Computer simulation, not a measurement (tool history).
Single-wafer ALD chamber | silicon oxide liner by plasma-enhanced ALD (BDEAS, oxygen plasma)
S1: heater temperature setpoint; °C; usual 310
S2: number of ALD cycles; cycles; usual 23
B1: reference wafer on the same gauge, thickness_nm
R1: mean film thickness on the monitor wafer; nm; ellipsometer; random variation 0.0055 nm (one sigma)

run,hour,S1,S2,B1,R1
1,0.0,319,23,2.382,2.164
2,12.0,319,23,2.381,2.166
3,25.8,319,23,2.382,2.171
# hour 32.1: gauge calibrated
4,46.6,310,23,2.377,2.191
5,77.1,310,23,2.378,2.191
6,105.3,310,23,2.380,2.190
7,127.3,310,23,2.379,2.196
8,147.4,310,23,2.378,2.187
9,168.4,310,24,2.381,2.287
# hour 195.2: thermocouple changed; heater temperature recalibrated
10,195.7,316,21,2.377,1.981
11,204.8,310,23,2.381,2.197
12,240.7,310,23,2.380,2.184
13,256.7,303,21,2.382,2.022
# hour 258.0: gauge calibrated
14,275.8,317,22,2.381,2.074
15,310.6,310,23,2.379,2.197
16,331.2,297,20,2.379,1.945
17,352.6,323,18,2.380,1.685

5 ways to go on from here, each from the tool as it stands after run 17. What would each give?
A,353.0,310,23,?,?
B,353.0,310,26,?,?
C,353.0,298,18,?,?
D,353.0,319,20,?,?
E,353.0,301,26,?,?

run,B1,R1
A,2.382,2.194
B,2.382,2.480
C,2.382,1.745
D,2.382,1.887
E,2.382,2.508
Without the tool's hidden state the same runs would have given:
run,R1
A,2.194
B,2.480
C,1.745
D,1.887
E,2.508
